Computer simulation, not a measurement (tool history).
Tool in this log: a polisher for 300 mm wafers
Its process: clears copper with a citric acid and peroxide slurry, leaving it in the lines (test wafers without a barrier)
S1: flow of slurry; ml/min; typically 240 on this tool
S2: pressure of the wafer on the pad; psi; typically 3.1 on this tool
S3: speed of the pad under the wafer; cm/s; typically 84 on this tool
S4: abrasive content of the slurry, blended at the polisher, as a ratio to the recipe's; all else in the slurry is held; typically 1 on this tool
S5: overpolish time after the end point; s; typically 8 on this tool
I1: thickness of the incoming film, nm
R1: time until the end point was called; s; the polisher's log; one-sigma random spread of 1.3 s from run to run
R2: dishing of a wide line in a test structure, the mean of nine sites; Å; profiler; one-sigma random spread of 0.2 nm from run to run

run,hour,S1,S2,S3,S4,S5,I1,R1,R2
1,0,285,3.1,84,1,8,226.2,135.3,110
2,22.2,240,3.1,84,1,8,228.1,138.3,110
3,98.6,240,3.1,84,1,8,228.8,137.7,111
4,117.2,240,3.1,84,1,8,226.6,137.9,108
5,144.1,240,3.8,84,1,8,227.3,113.2,135
6,162.5,240,3.8,84,1,8,226.9,113.4,130
7,198.4,240,3.1,84,1,8,226.9,139.2,111
8,211.9,240,3.1,84,1,8,222.5,134,106
9,239.9,240,3.1,84,1,8,227.9,136,109
10,265.6,240,3.1,84,1,11,225.5,137.1,145
11,281.2,240,2.5,76,1,8,224.7,184.9,82
12,312.4,240,3.1,84,1,4,229.1,137.7,55
13,326.6,240,3.1,84,1,8,227.5,136.3,108
14,348.3,240,2.7,84,1,8,222.6,152.4,93
15,374.6,240,3.1,68,1,12,228.5,168.5,138
16,399.9,240,3.1,100,1,8,223.7,114.2,131
17,434.5,240,3.1,84,1,8,228.1,139,109
18,449.3,240,3.1,98,1,6,222.9,115.4,98
19,534.5,240,3.1,84,0.75,5,226.2,145.7,63
20,557.6,295,3.7,100,1,5,224.9,95.1,103

Withheld: 12 entries from between the runs. Position of each, and hidden state at the listed run before versus the listed run after:
In the gap between runs 1 and 2: worn pad replaced by a new one (hour 16.9)
  both runs share identical hidden conditions
In the gap between runs 2 and 3: slurry nozzle cleaned (hour 37.1); slurry blender recalibrated (hour 90.3)
  both runs share identical hidden conditions
In the gap between runs 4 and 5: worn pad replaced by a new one (hour 130.9)
  both runs share identical hidden conditions
In the gap between runs 8 and 9: slurry blender recalibrated (hour 232)
  both runs share identical hidden conditions
In the gap between runs 9 and 10: worn pad replaced by a new one (hour 254.8)
  both runs share identical hidden conditions
In the gap between runs 11 and 12: slurry nozzle cleaned (hour 305.7)
  both runs share identical hidden conditions
In the gap between runs 13 and 14: slurry blender recalibrated (hour 347.4)
  both runs share identical hidden conditions
In the gap between runs 15 and 16: worn pad replaced by a new one (hour 382.6); head pressure recalibrated (hour 390.1)
  both runs share identical hidden conditions
In the gap between runs 18 and 19: slurry blender recalibrated (hour 489.8); worn pad replaced by a new one (hour 505.4)
  both runs share identical hidden conditions
